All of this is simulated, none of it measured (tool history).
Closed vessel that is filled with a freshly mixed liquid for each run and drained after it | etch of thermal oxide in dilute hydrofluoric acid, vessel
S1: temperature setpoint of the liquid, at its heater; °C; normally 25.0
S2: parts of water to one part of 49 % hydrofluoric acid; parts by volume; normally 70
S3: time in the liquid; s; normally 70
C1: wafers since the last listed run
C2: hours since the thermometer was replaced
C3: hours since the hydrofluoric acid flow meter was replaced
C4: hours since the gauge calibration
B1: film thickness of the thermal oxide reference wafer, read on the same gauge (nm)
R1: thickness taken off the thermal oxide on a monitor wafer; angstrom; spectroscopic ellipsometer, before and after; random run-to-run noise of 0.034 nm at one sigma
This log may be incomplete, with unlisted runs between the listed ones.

Run 1, day 0.000: usual settings but S2 50 parts by volume; C1 0; C2 2013.4; C3 2345.3; C4 108.7; B1 129.99. Result: R1 79.7 angstrom.
Run 2, day 1.321: usual settings; C1 2836; C2 2045.1; C3 2377.0; C4 140.4; B1 129.99. Result: R1 54.9 angstrom.
Run 3, day 2.071: usual settings; C1 1610; C2 2063.1; C3 2395.0; C4 158.4; B1 129.98. Result: R1 55.2 angstrom.
Run 4, day 3.512: usual settings; C1 3096; C2 2097.7; C3 2429.6; C4 193.0; B1 130.00. Result: R1 55.2 angstrom.
Run 5, day 4.300: usual settings; C1 1691; C2 2116.6; C3 2448.5; C4 211.9; B1 129.98. Result: R1 55.7 angstrom.
Run 6, day 4.996: usual settings but S2 80 parts by volume; C1 1494; C2 2133.3; C3 2465.2; C4 228.6; B1 129.99. Result: R1 48.0 angstrom.
At day 5.200: hydrofluoric acid flow meter replaced.
At day 5.708: gauge calibrated.
Run 7, day 5.833: usual settings but S2 45 parts by volume; C1 1709; C2 2153.4; C3 15.2; C4 3.0; B1 130.00. Result: R1 88.0 angstrom.
Run 8, day 6.521: usual settings but S2 45 parts by volume; C1 1476; C2 2169.9; C3 31.7; C4 19.5; B1 130.01. Result: R1 88.4 angstrom.
Run 9, day 7.542: usual settings; C1 2192; C2 2194.4; C3 56.2; C4 44.0; B1 130.00. Result: R1 55.6 angstrom.
Run 10, day 8.908: usual settings but S1 20.0 °C, S2 55 parts by volume, S3 45 s; C1 2935; C2 2227.2; C3 89.0; C4 76.8; B1 129.97. Result: R1 37.3 angstrom.
At day 9.438: thermometer replaced.
Run 11, day 9.483: usual settings but S1 22.0 °C, S2 35 parts by volume, S3 100 s; C1 1145; C2 1.1; C3 102.8; C4 90.6; B1 130.01. Result: R1 145.9 angstrom.
Run 12, day 10.375: usual settings; C1 1914; C2 22.5; C3 124.2; C4 112.0; B1 130.01. Result: R1 55.4 angstrom.
Run 13, day 11.538: usual settings but S1 21.0 °C, S2 35 parts by volume; C1 2496; C2 50.4; C3 152.1; C4 139.9; B1 129.98. Result: R1 97.7 angstrom.
Run 14, day 12.238: usual settings but S1 22.0 °C, S2 60 parts by volume, S3 35 s; C1 1503; C2 67.2; C3 168.9; C4 156.7; B1 129.97. Result: R1 28.6 angstrom.
Run 15, day 12.992: usual settings but S3 105 s; C1 1619; C2 85.3; C3 187.0; C4 174.8; B1 130.01. Result: R1 82.1 angstrom.
Run 16, day 14.300: usual settings but S1 26.5 °C, S2 90 parts by volume, S3 35 s; C1 2809; C2 116.7; C3 218.4; C4 206.2; B1 130.00. Result: R1 21.9 angstrom.
At day 15.017: gauge calibrated.
Run 17, day 15.708: usual settings; C1 3024; C2 150.5; C3 252.2; C4 16.6; B1 129.99. Result: R1 54.8 angstrom.
Run 18, day 17.146: usual settings but S2 80 parts by volume; C1 3087; C2 185.0; C3 286.7; C4 51.1; B1 130.01. Result: R1 47.7 angstrom.

Here are 4 independent what-if runs from the current tool condition. What would each one return?
Run A, day 17.175: usual settings but S3 100 s; C1 62; C2 185.7; C3 287.4; C4 51.8; B1 ?. Result: R1 ?.
Run B, day 17.175: usual settings but S1 23.5 °C, S2 45 parts by volume, S3 45 s; C1 62; C2 185.7; C3 287.4; C4 51.8; B1 ?. Result: R1 ?.
Run C, day 17.175: usual settings but S1 23.5 °C, S2 40 parts by volume; C1 62; C2 185.7; C3 287.4; C4 51.8; B1 ?. Result: R1 ?.
Run D, day 17.175: usual settings but S1 22.5 °C, S2 105 parts by volume, S3 45 s; C1 62; C2 185.7; C3 287.4; C4 51.8; B1 ?. Result: R1 ?.

run      B1    R1
  A  130.01  78.5
  B  130.01  53.4
  C  130.01  94.1
  D  130.01  20.4
With the hidden condition removed and each run's random variation left untouched, the same runs would have given:
run    R1
  A  78.5
  B  53.4
  C  94.1
  D  20.4

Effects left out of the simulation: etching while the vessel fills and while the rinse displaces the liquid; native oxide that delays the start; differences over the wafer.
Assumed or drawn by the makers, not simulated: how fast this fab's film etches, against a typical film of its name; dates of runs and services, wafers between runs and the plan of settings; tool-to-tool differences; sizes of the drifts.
